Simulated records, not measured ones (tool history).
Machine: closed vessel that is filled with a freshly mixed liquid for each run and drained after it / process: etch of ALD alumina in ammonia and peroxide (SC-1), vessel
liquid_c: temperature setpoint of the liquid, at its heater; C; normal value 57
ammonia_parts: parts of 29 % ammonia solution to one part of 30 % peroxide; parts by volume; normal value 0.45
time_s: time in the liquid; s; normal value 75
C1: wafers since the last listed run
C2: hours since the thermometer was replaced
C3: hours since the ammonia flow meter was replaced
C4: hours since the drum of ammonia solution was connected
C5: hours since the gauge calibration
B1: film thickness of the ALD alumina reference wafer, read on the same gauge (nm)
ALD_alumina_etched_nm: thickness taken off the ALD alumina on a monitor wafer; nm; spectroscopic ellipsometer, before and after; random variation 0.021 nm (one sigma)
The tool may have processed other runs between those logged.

Run 1, hour 0: usual settings but ammonia_parts 0.5 parts by volume; C1 0; C2 2619.3; C3 1237.5; C4 47.9; C5 8.4; B1 30.06. Result: ALD_alumina_etched_nm 7.19 nm.
Run 2, hour 6.6: usual settings but ammonia_parts 0.5 parts by volume; C1 904; C2 2625.9; C3 1244.1; C4 54.5; C5 15; B1 29.97. Result: ALD_alumina_etched_nm 7.19 nm.
Run 3, hour 16.5: usual settings but ammonia_parts 0.5 parts by volume; C1 1356; C2 2635.8; C3 1254; C4 64.4; C5 24.9; B1 29.96. Result: ALD_alumina_etched_nm 7.15 nm.
Run 4, hour 33.9: usual settings; C1 2384; C2 2653.2; C3 1271.4; C4 81.8; C5 42.3; B1 30.01. Result: ALD_alumina_etched_nm 7.11 nm.
Run 5, hour 51.8: usual settings but ammonia_parts 0.6 parts by volume; C1 2453; C2 2671.1; C3 1289.3; C4 99.7; C5 60.2; B1 30. Result: ALD_alumina_etched_nm 7.34 nm.
Run 6, hour 58.9: usual settings; C1 973; C2 2678.2; C3 1296.4; C4 106.8; C5 67.3; B1 29.98. Result: ALD_alumina_etched_nm 7.14 nm.
Run 7, hour 72.6: usual settings; C1 1877; C2 2691.9; C3 1310.1; C4 120.5; C5 81; B1 30.05. Result: ALD_alumina_etched_nm 7.15 nm.
Run 8, hour 106.5: usual settings; C1 4646; C2 2725.8; C3 1344; C4 154.4; C5 114.9; B1 29.98. Result: ALD_alumina_etched_nm 7.16 nm.
At hour 115.3: thermometer replaced.
Run 9, hour 118: usual settings but time_s 60 s; C1 1439; C2 2.7; C3 1355.5; C4 165.9; C5 126.4; B1 30.02. Result: ALD_alumina_etched_nm 5.06 nm.
At hour 120.9: ammonia flow meter replaced.
Run 10, hour 134.7: usual settings but ammonia_parts 0.3 parts by volume, time_s 110 s; C1 2151; C2 19.4; C3 13.8; C4 182.6; C5 143.1; B1 29.98. Result: ALD_alumina_etched_nm 8.89 nm.
Run 11, hour 143.8: usual settings; C1 1247; C2 28.5; C3 22.9; C4 191.7; C5 152.2; B1 30.03. Result: ALD_alumina_etched_nm 6.35 nm.
Run 12, hour 151.3: usual settings; C1 1027; C2 36; C3 30.4; C4 199.2; C5 159.7; B1 30.01. Result: ALD_alumina_etched_nm 6.37 nm.
Run 13, hour 159.7: usual settings but liquid_c 63.5 C, time_s 110 s; C1 1151; C2 44.4; C3 38.8; C4 207.6; C5 168.1; B1 30. Result: ALD_alumina_etched_nm 12.99 nm.
Run 14, hour 166.1: usual settings but liquid_c 64.5 C, ammonia_parts 0.3 parts by volume; C1 877; C2 50.8; C3 45.2; C4 214; C5 174.5; B1 29.98. Result: ALD_alumina_etched_nm 8.98 nm.
At hour 178.2: new drum of ammonia solution connected.
Run 15, hour 183.9: usual settings but time_s 95 s; C1 2302; C2 68.6; C3 63; C4 5.7; C5 192.3; B1 30. Result: ALD_alumina_etched_nm 8.03 nm.
Run 16, hour 194.8: usual settings but time_s 100 s; C1 1493; C2 79.5; C3 73.9; C4 16.6; C5 203.2; B1 30.02. Result: ALD_alumina_etched_nm 8.44 nm.
Run 17, hour 202.7: usual settings; C1 1082; C2 87.4; C3 81.8; C4 24.5; C5 211.1; B1 29.98. Result: ALD_alumina_etched_nm 6.37 nm.
Run 18, hour 214.7: usual settings; C1 1644; C2 99.4; C3 93.8; C4 36.5; C5 223.1; B1 30.03. Result: ALD_alumina_etched_nm 6.34 nm.

For run 19, what comes out?
Run 19, hour 226.7: usual settings but ammonia_parts 0.5 parts by volume, time_s 95 s; C1 1644; C2 111.4; C3 105.8; C4 48.5; C5 235.1; B1 ?. Result: ALD_alumina_etched_nm ?.

Logged for run 19: B1 30.04, ALD_alumina_etched_nm 8.12 nm.
With the hidden condition absent and the run-to-run variation left alone, this run would have shown ALD_alumina_etched_nm 7.94 nm.
